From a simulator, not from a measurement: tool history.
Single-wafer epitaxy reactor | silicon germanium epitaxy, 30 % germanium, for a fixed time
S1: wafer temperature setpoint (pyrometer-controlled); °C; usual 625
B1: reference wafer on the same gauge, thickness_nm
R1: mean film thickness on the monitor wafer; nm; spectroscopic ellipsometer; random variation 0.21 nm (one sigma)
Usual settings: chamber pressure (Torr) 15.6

{"run": 1, "hour": 0.0, "S1": 625, "chamber pressure (Torr)": 15.6, "B1": 102.415, "R1": 89.118}
{"run": 2, "hour": 23.2, "S1": 632, "chamber pressure (Torr)": 13.4, "B1": 102.33, "R1": 97.557}
{"run": 3, "hour": 40.3, "S1": 625, "chamber pressure (Torr)": 15.6, "B1": 102.379, "R1": 88.749}
{"run": 4, "hour": 65.6, "S1": 625, "chamber pressure (Torr)": 15.6, "B1": 102.364, "R1": 88.933}
{"run": 5, "hour": 95.0, "S1": 625, "chamber pressure (Torr)": 17.5, "B1": 102.52, "R1": 91.925}
{"run": 6, "hour": 119.9, "S1": 625, "chamber pressure (Torr)": 17.5, "B1": 102.455, "R1": 91.87}
{"run": 7, "hour": 152.4, "S1": 625, "chamber pressure (Torr)": 17.5, "B1": 102.315, "R1": 91.858}
{"run": 8, "hour": 185.9, "S1": 625, "chamber pressure (Torr)": 15.6, "B1": 102.436, "R1": 89.261}
{"run": 9, "hour": 213.8, "S1": 625, "chamber pressure (Torr)": 15.6, "B1": 102.44, "R1": 89.407}
{"run": 10, "hour": 247.0, "S1": 625, "chamber pressure (Torr)": 12.9, "B1": 102.36, "R1": 84.273}
{"run": 11, "hour": 274.3, "S1": 625, "chamber pressure (Torr)": 12.9, "B1": 102.419, "R1": 84.081}
{"run": 12, "hour": 305.9, "S1": 625, "chamber pressure (Torr)": 12.9, "B1": 102.423, "R1": 84.147}
{"run": 13, "hour": 330.2, "S1": 616, "chamber pressure (Torr)": 15.6, "B1": 102.391, "R1": 74.753}
{"run": 14, "hour": 356.9, "S1": 625, "chamber pressure (Torr)": 15.6, "B1": 102.401, "R1": 89.162}
{"run": 15, "hour": 377.8, "S1": 625, "chamber pressure (Torr)": 15.6, "B1": 102.412, "R1": 88.877}
{"run": 16, "hour": 398.4, "S1": 625, "chamber pressure (Torr)": 15.6, "B1": 102.329, "R1": 88.585}
{"run": 17, "hour": 418.9, "S1": 625, "chamber pressure (Torr)": 15.6, "B1": 102.463, "R1": 88.681}
{"run": 18, "hour": 495.4, "S1": 625, "chamber pressure (Torr)": 15.6, "B1": 102.493, "R1": 88.985}
{"run": 19, "hour": 507.5, "S1": 613, "chamber pressure (Torr)": 12.0, "B1": 102.423, "R1": 65.168}
{"run": 20, "hour": 527.6, "S1": 630, "chamber pressure (Torr)": 18.3, "B1": 102.49, "R1": 102.649}
{"run": 21, "hour": 551.5, "S1": 616, "chamber pressure (Torr)": 15.6, "B1": 102.401, "R1": 74.068}
{"run": 22, "hour": 571.3, "S1": 625, "chamber pressure (Torr)": 15.6, "B1": 102.477, "R1": 88.932}
{"run": 23, "hour": 587.8, "S1": 625, "chamber pressure (Torr)": 18.9, "B1": 102.476, "R1": 94.044}
{"run": 24, "hour": 605.8, "S1": 634, "chamber pressure (Torr)": 17.9, "B1": 102.503, "R1": 110.105}
{"run": 25, "hour": 626.6, "S1": 618, "chamber pressure (Torr)": 15.6, "B1": 102.449, "R1": 77.621}
{"run": 26, "hour": 654.8, "S1": 632, "chamber pressure (Torr)": 13.0, "B1": 102.536, "R1": 96.903}
{"run": 27, "hour": 679.7, "S1": 625, "chamber pressure (Torr)": 15.6, "B1": 102.404, "R1": 88.976}
{"run": 28, "hour": 694.0, "S1": 619, "chamber pressure (Torr)": 15.6, "B1": 102.345, "R1": 78.771}
{"run": 29, "hour": 781.8, "S1": 630, "chamber pressure (Torr)": 14.4, "B1": 102.326, "R1": 96.09}
{"run": 30, "hour": 803.6, "S1": 614, "chamber pressure (Torr)": 17.6, "B1": 102.438, "R1": 73.984}
{"run": 31, "hour": 836.2, "S1": 625, "chamber pressure (Torr)": 15.6, "B1": 102.326, "R1": 89.03}
{"run": 32, "hour": 866.7, "S1": 625, "chamber pressure (Torr)": 15.6, "B1": 102.462, "R1": 89.014}
{"run": 33, "hour": 902.3, "S1": 625, "chamber pressure (Torr)": 15.6, "B1": 102.415, "R1": 88.861}
{"run": 34, "hour": 916.3, "S1": 625, "chamber pressure (Torr)": 15.6, "B1": 102.383, "R1": 88.84}
{"run": 35, "hour": 932.8, "S1": 615, "chamber pressure (Torr)": 12.0, "B1": 102.366, "R1": 68.109}
{"run": 36, "hour": 966.6, "S1": 631, "chamber pressure (Torr)": 15.6, "B1": 102.332, "R1": 99.85}

Not shown: 4 entries that the log had between the listed runs. Between which runs, and how does the tool's hidden state differ before and after?
Between runs 10 and 11: capacitance manometer re-zeroed and calibrated (hour 273.8)
  no hidden state differs between the two runs
Between runs 12 and 13: pyrometer calibrated (hour 315.7)
  no hidden state differs between the two runs
Between runs 16 and 17: showerhead replaced (hour 408.3)
  no hidden state differs between the two runs
Between runs 26 and 27: gauge calibrated (hour 672.7)
  no hidden state differs between the two runs

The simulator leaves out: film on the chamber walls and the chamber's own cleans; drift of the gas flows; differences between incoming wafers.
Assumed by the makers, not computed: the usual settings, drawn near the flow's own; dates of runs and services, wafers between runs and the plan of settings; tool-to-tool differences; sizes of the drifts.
